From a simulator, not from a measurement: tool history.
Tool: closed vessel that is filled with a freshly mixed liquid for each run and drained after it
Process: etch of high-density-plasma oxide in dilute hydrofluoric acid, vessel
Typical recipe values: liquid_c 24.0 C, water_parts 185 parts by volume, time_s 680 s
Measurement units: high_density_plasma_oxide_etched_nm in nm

run    hour  liquid_c  water_parts  time_s  wafers since the last listed run  hours since the thermometer was replaced  hours since the hydrofluoric acid flow meter was replaced  hours since the gauge calibration  read-back film thickness of the high-density-plasma oxide reference wafer, read on the same gauge (nm)  high_density_plasma_oxide_etched_nm
  1     0.0      24.0          185     680                                 0                                    1441.3                                                       71.8                              101.7                                                                                                  149.97                                21.76
  2    84.6      24.0          185     680                              4694                                    1525.9                                                      156.4                              186.3                                                                                                  150.00                                21.88
  3   174.4      24.0          185     965                              4983                                    1615.7                                                      246.2                              276.1                                                                                                  149.99                                31.05
  4   246.9      24.0          185     965                              4023                                    1688.2                                                      318.7                              348.6                                                                                                  150.01                                31.05
  5   353.5      24.0          185     965                              5915                                    1794.8                                                      425.3                              455.2                                                                                                  149.98                                31.23
  6   445.6      24.0          210     680                              5111                                    1886.9                                                      517.4                              547.3                                                                                                  150.00                                19.20
  7   498.0      24.0          210     680                              2907                                    1939.3                                                      569.8                              599.7                                                                                                  150.02                                19.15
  8   595.3      24.0          185     680                              5399                                    2036.6                                                      667.1                              697.0                                                                                                  149.99                                22.50
  9   665.0      26.5          185     680                              3867                                    2106.3                                                      736.8                              766.7                                                                                                  150.00                                24.52
      684.3  -- thermometer replaced
 10   751.2      27.5          185     680                              4728                                      66.9                                                      823.0                              852.9                                                                                                  150.01                                24.63
      788.7  -- hydrofluoric acid flow meter replaced
 11   800.1      27.5          185     680                              2658                                     115.8                                                       11.4                              901.8                                                                                                  149.98                                23.96
 12   870.5      27.5          185     680                              3906                                     186.2                                                       81.8                              972.2                                                                                                  149.99                                23.98
 13   976.2      24.0          145     680                              5865                                     291.9                                                      187.5                             1077.9                                                                                                  150.03                                28.21
 14  1051.3      24.0          145     680                              4167                                     367.0                                                      262.6                             1153.0                                                                                                  150.02                                28.36
 15  1103.1      24.0          145     680                              2874                                     418.8                                                      314.4                             1204.8                                                                                                  150.01                                28.33
 16  1196.9      22.5          185     680                              5205                                     512.6                                                      408.2                             1298.6                                                                                                  149.96                                20.32
 17  1289.7      24.0          185     680                              5149                                     605.4                                                      501.0                             1391.4                                                                                                  149.95                                21.65
 18  1345.2      19.0          145     680                              3079                                     660.9                                                      556.5                             1446.9                                                                                                  149.99                                23.80
 19  1431.9      27.0          155     540                              4811                                     747.6                                                      643.2                             1533.6                                                                                                  149.98                                23.79
     1496.9  -- hydrofluoric acid flow meter replaced
 20  1526.2      28.0          115     680                              5177                                     841.9                                                       29.3                             1627.9                                                                                                  149.94                                43.60
 21  1604.7      24.0          185     680                              4356                                     920.4                                                      107.8                             1706.4                                                                                                  150.02                                21.35
     1648.7  -- gauge calibrated
 22  1654.2      24.0          185     680                              2746                                     969.9                                                      157.3                                5.5                                                                                                  150.00                                21.60
 23  1712.6      28.0          185     680                              3240                                    1028.3                                                      215.7                               63.9                                                                                                  150.00                                24.94
 24  1752.7      24.0          110     950                              2225                                    1068.4                                                      255.8                              104.0                                                                                                  149.99                                55.14
 25  1805.5      26.0          130    1060                              2930                                    1121.2                                                      308.6                              156.8                                                                                                  149.98                                55.16
 26  1896.6      24.0          185     995                              5055                                    1212.3                                                      399.7                              247.9                                                                                                  149.96                                31.71
 27  1984.3      20.5          185    1040                              4866                                    1300.0                                                      487.4                              335.6                                                                                                  149.98                                29.34
 28  2078.5      22.5          270     405                              5227                                    1394.2                                                      581.6                              429.8                                                                                                  150.02                                 7.80
 29  2147.7      24.0          150    1075                              3840                                    1463.4                                                      650.8                              499.0                                                                                                  149.99                                44.74
     2191.2  -- hydrofluoric acid flow meter replaced
 30  2250.7      28.0          160     850                              5660                                    1566.4                                                       59.5                              602.0                                                                                                  150.05                                37.24

Predict each of these 5 candidate next runs independently; none follows another, all start after run 30:
  A  2251.5      24.0          185     330                                44                                    1567.2                                                       60.3                              602.8                                                                                                       ?                                    ?
  B  2251.5      20.0          160     680                                44                                    1567.2                                                       60.3                              602.8                                                                                                       ?                                    ?
  C  2251.5      24.0          185    1085                                44                                    1567.2                                                       60.3                              602.8                                                                                                       ?                                    ?
  D  2251.5      20.5          260     510                                44                                    1567.2                                                       60.3                              602.8                                                                                                       ?                                    ?
  E  2251.5      24.0          250     300                                44                                    1567.2                                                       60.3                              602.8                                                                                                       ?                                    ?

run  read-back film thickness of the high-density-plasma oxide reference wafer, read on the same gauge (nm)  high_density_plasma_oxide_etched_nm
  A                                                                                                  150.01                                10.52
  B                                                                                                  150.01                                22.12
  C                                                                                                  150.01                                34.59
  D                                                                                                  150.01                                 9.41
  E                                                                                                  150.01                                 6.60
Without the tool's unlogged condition, the same runs would have read:
run  high_density_plasma_oxide_etched_nm
  A                                10.10
  B                                21.18
  C                                33.20
  D                                 9.04
  E                                 6.34
